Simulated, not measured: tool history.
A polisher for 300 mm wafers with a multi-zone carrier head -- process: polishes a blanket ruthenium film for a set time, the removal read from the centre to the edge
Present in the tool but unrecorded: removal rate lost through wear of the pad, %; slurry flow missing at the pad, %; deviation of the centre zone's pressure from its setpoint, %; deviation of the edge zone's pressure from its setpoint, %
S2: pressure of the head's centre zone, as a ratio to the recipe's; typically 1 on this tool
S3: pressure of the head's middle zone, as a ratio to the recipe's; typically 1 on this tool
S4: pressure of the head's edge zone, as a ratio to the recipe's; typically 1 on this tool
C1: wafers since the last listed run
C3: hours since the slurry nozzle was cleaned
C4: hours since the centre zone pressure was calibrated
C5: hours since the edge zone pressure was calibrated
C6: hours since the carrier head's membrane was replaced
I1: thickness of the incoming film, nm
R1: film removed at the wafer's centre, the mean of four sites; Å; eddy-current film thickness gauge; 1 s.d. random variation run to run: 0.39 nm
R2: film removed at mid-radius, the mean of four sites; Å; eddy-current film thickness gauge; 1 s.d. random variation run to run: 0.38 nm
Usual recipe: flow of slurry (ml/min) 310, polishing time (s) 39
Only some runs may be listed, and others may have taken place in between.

Run 1, day 0: usual settings but S4 0.95; C1 0; wafers polished on this pad 284; C3 175.7; C4 1161.2; C5 678.3; C6 790.3; I1 441.2. Result: R1 284 Å, R2 281 Å.
Run 2, day 0.688: usual settings; C1 171; wafers polished on this pad 456; C3 192.2; C4 1177.7; C5 694.8; C6 806.8; I1 446.2. Result: R1 279 Å, R2 283 Å.
Run 3, day 1.408: usual settings; C1 180; wafers polished on this pad 636; C3 209.5; C4 1195; C5 712.1; C6 824.1; I1 434.8. Result: R1 281 Å, R2 282 Å.
At day 1.958: worn pad replaced by a new one.
Run 4, day 1.975: usual settings; C1 100; wafers polished on this pad 4; C3 223.1; C4 1208.6; C5 725.7; C6 837.7; I1 435. Result: R1 278 Å, R2 285 Å.
Run 5, day 2.383: usual settings; C1 102; wafers polished on this pad 106; C3 232.9; C4 1218.4; C5 735.5; C6 847.5; I1 434.3. Result: R1 281 Å, R2 278 Å.
Run 6, day 2.742: usual settings; C1 89; wafers polished on this pad 195; C3 241.5; C4 1227; C5 744.1; C6 856.1; I1 431.8. Result: R1 282 Å, R2 283 Å.
Run 7, day 3.383: usual settings; C1 160; wafers polished on this pad 356; C3 256.9; C4 1242.4; C5 759.5; C6 871.5; I1 441.7. Result: R1 286 Å, R2 278 Å.
Run 8, day 4.029: usual settings; C1 161; wafers polished on this pad 517; C3 272.4; C4 1257.9; C5 775; C6 887; I1 441.9. Result: R1 278 Å, R2 279 Å.
Run 9, day 4.604: usual settings but flow of slurry (ml/min) 245; C1 143; wafers polished on this pad 661; C3 286.2; C4 1271.7; C5 788.8; C6 900.8; I1 440. Result: R1 272 Å, R2 276 Å.
Run 10, day 4.942: usual settings; C1 84; wafers polished on this pad 745; C3 294.3; C4 1279.8; C5 796.9; C6 908.9; I1 439.7. Result: R1 275 Å, R2 282 Å.
At day 5.575: worn pad replaced by a new one.
Run 11, day 5.596: usual settings but flow of slurry (ml/min) 405; C1 121; wafers polished on this pad 5; C3 310; C4 1295.5; C5 812.6; C6 924.6; I1 441.1. Result: R1 294 Å, R2 286 Å.
Run 12, day 6.025: usual settings but flow of slurry (ml/min) 405, polishing time (s) 31; C1 107; wafers polished on this pad 112; C3 320.3; C4 1305.8; C5 822.9; C6 934.9; I1 434. Result: R1 222 Å, R2 223 Å.
At day 6.258: carrier head's membrane replaced by a new one.
Run 13, day 6.371: usual settings but flow of slurry (ml/min) 385, S3 0.95; C1 34; wafers polished on this pad 146; C3 328.6; C4 1314.1; C5 831.2; C6 2.7; I1 446.1. Result: R1 288 Å, R2 272 Å.
Run 14, day 6.758: usual settings but flow of slurry (ml/min) 245, S3 0.89, S4 0.91; C1 96; wafers polished on this pad 243; C3 337.9; C4 1323.4; C5 840.5; C6 12; I1 430. Result: R1 279 Å, R2 247 Å.
At day 7.183: centre zone pressure recalibrated.
Run 15, day 7.275: usual settings but S2 1.07, S3 1.07; C1 108; wafers polished on this pad 352; C3 350.3; C4 2.2; C5 852.9; C6 24.4; I1 447. Result: R1 292 Å, R2 293 Å.
At day 7.783: edge zone pressure recalibrated.
Run 16, day 7.804: usual settings; C1 111; wafers polished on this pad 463; C3 363; C4 14.9; C5 0.5; C6 37.1; I1 441.5. Result: R1 283 Å, R2 284 Å.
At day 8.508: worn pad replaced by a new one.
Run 17, day 9.283: usual settings; C1 328; wafers polished on this pad 194; C3 398.5; C4 50.4; C5 36; C6 72.6; I1 445.6. Result: R1 280 Å, R2 281 Å.
At day 9.429: slurry nozzle cleaned.
Run 18, day 9.904: usual settings; C1 144; wafers polished on this pad 338; C3 11.4; C4 65.3; C5 50.9; C6 87.5; I1 437.9. Result: R1 283 Å, R2 283 Å.
Run 19, day 10.362: usual settings; C1 114; wafers polished on this pad 453; C3 22.4; C4 76.3; C5 61.9; C6 98.5; I1 445. Result: R1 282 Å, R2 280 Å.
Run 20, day 10.921: usual settings but flow of slurry (ml/min) 405, S3 0.9, S4 0.9; C1 139; wafers polished on this pad 593; C3 35.8; C4 89.7; C5 75.3; C6 111.9; I1 440. Result: R1 286 Å, R2 261 Å.
At day 11.512: worn pad replaced by a new one.
Run 21, day 11.533: usual settings but flow of slurry (ml/min) 215, S4 1.11; C1 111; wafers polished on this pad 5; C3 50.5; C4 104.4; C5 90; C6 126.6; I1 438.3. Result: R1 274 Å, R2 274 Å.
Run 22, day 13.046: usual settings but S3 1.09, S4 0.92; C1 378; wafers polished on this pad 383; C3 86.8; C4 140.7; C5 126.3; C6 162.9; I1 440.7. Result: R1 277 Å, R2 297 Å.

How the hidden state differs across the entries between the runs, from the last listed run before each to the first after it:
From run 3 to run 4: worn pad replaced by a new one (day 1.958)
  nothing in the hidden state changes from one run to the other
From run 10 to run 11: worn pad replaced by a new one (day 5.575)
  nothing in the hidden state changes from one run to the other
From run 12 to run 13: carrier head's membrane replaced by a new one (day 6.258)
  nothing in the hidden state changes from one run to the other
From run 14 to run 15: centre zone pressure recalibrated (day 7.183)
  nothing in the hidden state changes from one run to the other
From run 15 to run 16: edge zone pressure recalibrated (day 7.783)
  nothing in the hidden state changes from one run to the other
From run 16 to run 17: worn pad replaced by a new one (day 8.508)
  nothing in the hidden state changes from one run to the other
From run 17 to run 18: slurry nozzle cleaned (day 9.429)
  nothing in the hidden state changes from one run to the other
From run 20 to run 21: worn pad replaced by a new one (day 11.512)
  nothing in the hidden state changes from one run to the other

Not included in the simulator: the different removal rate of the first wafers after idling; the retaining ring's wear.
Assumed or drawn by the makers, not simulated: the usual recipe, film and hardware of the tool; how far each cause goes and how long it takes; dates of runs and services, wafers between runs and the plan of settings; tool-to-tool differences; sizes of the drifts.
